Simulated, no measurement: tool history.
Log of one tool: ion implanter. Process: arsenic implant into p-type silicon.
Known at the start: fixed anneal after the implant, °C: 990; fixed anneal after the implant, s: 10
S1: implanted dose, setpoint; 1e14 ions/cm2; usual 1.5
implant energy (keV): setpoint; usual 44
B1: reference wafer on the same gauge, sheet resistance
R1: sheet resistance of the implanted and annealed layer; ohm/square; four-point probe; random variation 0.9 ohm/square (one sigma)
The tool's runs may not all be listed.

run 1 hour=0 | S1=1.5 implant_energy_(keV)=44 | B1=447.83 | R1=423.66
run 2 hour=11.5 | S1=1.5 implant_energy_(keV)=44 | B1=448.07 | R1=423.64
run 3 hour=61.7 | S1=1.5 implant_energy_(keV)=44 | B1=447.88 | R1=424.5
run 4 hour=72.3 | S1=1.86 implant_energy_(keV)=44 | B1=447.77 | R1=365.58
-- hour=87.8 gauge calibrated
-- hour=107.4 Faraday cup replaced and dose calibrated
run 5 hour=107.9 | S1=1.86 implant_energy_(keV)=44 | B1=447.84 | R1=376.05
run 6 hour=140.2 | S1=1.86 implant_energy_(keV)=44 | B1=448.37 | R1=377.09
-- hour=157.2 extraction supply calibrated
run 7 hour=157.7 | S1=1.5 implant_energy_(keV)=44 | B1=448.08 | R1=435.8
run 8 hour=162.5 | S1=1.5 implant_energy_(keV)=44 | B1=448.03 | R1=433.54
run 9 hour=171.5 | S1=1.35 implant_energy_(keV)=56.5 | B1=448.54 | R1=447.28
run 10 hour=187 | S1=1.5 implant_energy_(keV)=49 | B1=448.06 | R1=425.3
run 11 hour=204.9 | S1=1.31 implant_energy_(keV)=34.5 | B1=448.07 | R1=495.56
run 12 hour=222.1 | S1=1.5 implant_energy_(keV)=44 | B1=448.19 | R1=434.24
run 13 hour=239.2 | S1=1.3 implant_energy_(keV)=33 | B1=447.72 | R1=504.71
run 14 hour=255.8 | S1=1.36 implant_energy_(keV)=56.5 | B1=447.95 | R1=440.09
run 15 hour=268.2 | S1=1.35 implant_energy_(keV)=57 | B1=448.01 | R1=441.46
run 16 hour=274.5 | S1=1.79 implant_energy_(keV)=29 | B1=447.72 | R1=407.93
run 17 hour=282 | S1=1.5 implant_energy_(keV)=44 | B1=447.94 | R1=431.17

The same runs without the tool's hidden state, with the same run-to-run variation:
The hidden state here: deviation of the true dose from the Faraday cup's reading, %; deviation of the true energy from its setpoint, %; gauge reads high (%).
run=1 R1=438.7
run=2 R1=438.73
run=3 R1=439.77
run=4 R1=379.03
run=5 R1=377.51
run=6 R1=379.92
run=7 R1=439.77
run=8 R1=437.7
run=9 R1=451.83
run=10 R1=430.32
run=11 R1=502.25
run=12 R1=440.7
run=13 R1=512.94
run=14 R1=447.55
run=15 R1=449.3
run=16 R1=415.89
run=17 R1=439.47
